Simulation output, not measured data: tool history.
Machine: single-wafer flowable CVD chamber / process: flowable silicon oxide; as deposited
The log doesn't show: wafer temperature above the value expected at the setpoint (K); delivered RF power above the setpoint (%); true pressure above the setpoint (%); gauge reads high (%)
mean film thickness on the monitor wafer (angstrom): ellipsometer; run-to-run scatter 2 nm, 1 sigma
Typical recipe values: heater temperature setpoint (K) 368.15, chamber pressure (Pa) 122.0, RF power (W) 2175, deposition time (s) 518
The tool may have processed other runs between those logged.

run,hour,heater temperature setpoint (K),chamber pressure (Pa),RF power (W),deposition time (s),wafers since the last listed run,hours since the last thermocouple change,hours since the last RF generator calibration,hours since the last manometer calibration,hours since the showerhead was replaced,hours since the gauge calibration,"read-back reference wafer on the same gauge, thickness_nm",mean film thickness on the monitor wafer (angstrom)
1,0.0,368.15,122.0,2175,518,0,2195.2,1920.1,1044.1,4793.4,225.6,363.446,4306.38
2,27.9,356.15,122.0,2175,518,140,2223.1,1948.0,1072.0,4821.3,253.5,362.809,6327.29
3,71.6,356.15,122.0,2175,518,219,2266.8,1991.7,1115.7,4865.0,297.2,362.979,6336.10
4,104.0,376.15,122.0,2175,518,162,2299.2,2024.1,1148.1,4897.4,329.6,362.996,3322.69
5,174.1,376.15,122.0,2175,518,352,2369.3,2094.2,1218.2,4967.5,399.7,363.447,3363.97
6,221.4,368.15,104.1,2175,518,237,2416.6,2141.5,1265.5,5014.8,447.0,363.067,3677.72
7,256.1,368.15,106.9,2175,518,174,2451.3,2176.2,1300.2,5049.5,481.7,363.682,3790.22
8,310.4,368.15,122.0,2175,518,272,2505.6,2230.5,1354.5,5103.8,536.0,363.166,4354.06
9,335.1,368.15,122.0,2175,518,124,2530.3,2255.2,1379.2,5128.5,560.7,362.921,4335.20
10,363.2,368.15,122.0,2175,518,141,2558.4,2283.3,1407.3,5156.6,588.8,362.679,4357.00
11,420.4,378.15,142.5,2175,566,287,2615.6,2340.5,1464.5,5213.8,646.0,363.499,4027.75
12,459.3,356.15,122.0,2175,612,195,2654.5,2379.4,1503.4,5252.7,684.9,362.823,7467.34
# hour 478.8: thermocouple changed; heater temperature recalibrated
13,506.2,368.15,122.0,2175,564,195,27.4,2426.3,1550.3,5299.6,731.8,363.092,4754.81
# hour 607.2: capacitance manometer re-zeroed and calibrated
# hour 622.2: showerhead replaced
14,639.8,368.15,122.0,2175,518,590,161.0,2559.9,32.6,17.6,865.4,362.586,4339.00
# hour 664.0: RF generator calibrated
# hour 684.2: gauge calibrated
15,704.5,368.15,122.0,2175,518,284,225.7,40.5,97.3,82.3,20.3,363.091,4360.31
16,767.2,382.15,122.0,1755,518,314,288.4,103.2,160.0,145.0,83.0,363.048,2679.77
17,813.4,382.15,122.0,1755,518,232,334.6,149.4,206.2,191.2,129.2,363.265,2657.40
18,881.4,357.15,147.5,1915,417,341,402.6,217.4,274.2,259.2,197.2,363.047,5894.10
19,910.9,364.15,122.0,2175,518,148,432.1,246.9,303.7,288.7,226.7,362.765,4994.72
20,981.0,368.15,112.3,2175,518,352,502.2,317.0,373.8,358.8,296.8,362.654,3973.66

Across each entry between runs, compare the hidden state at the last listed run before it with the hidden state at the first listed run after it:
Logged between run 12 and run 13: thermocouple changed; heater temperature recalibrated (hour 478.8)
  no difference in the tool's unlogged condition between these two runs
Logged between run 13 and run 14: capacitance manometer re-zeroed and calibrated (hour 607.2); showerhead replaced (hour 622.2)
  no difference in the tool's unlogged condition between these two runs
Logged between run 14 and run 15: RF generator calibrated (hour 664.0); gauge calibrated (hour 684.2)
  no difference in the tool's unlogged condition between these two runs
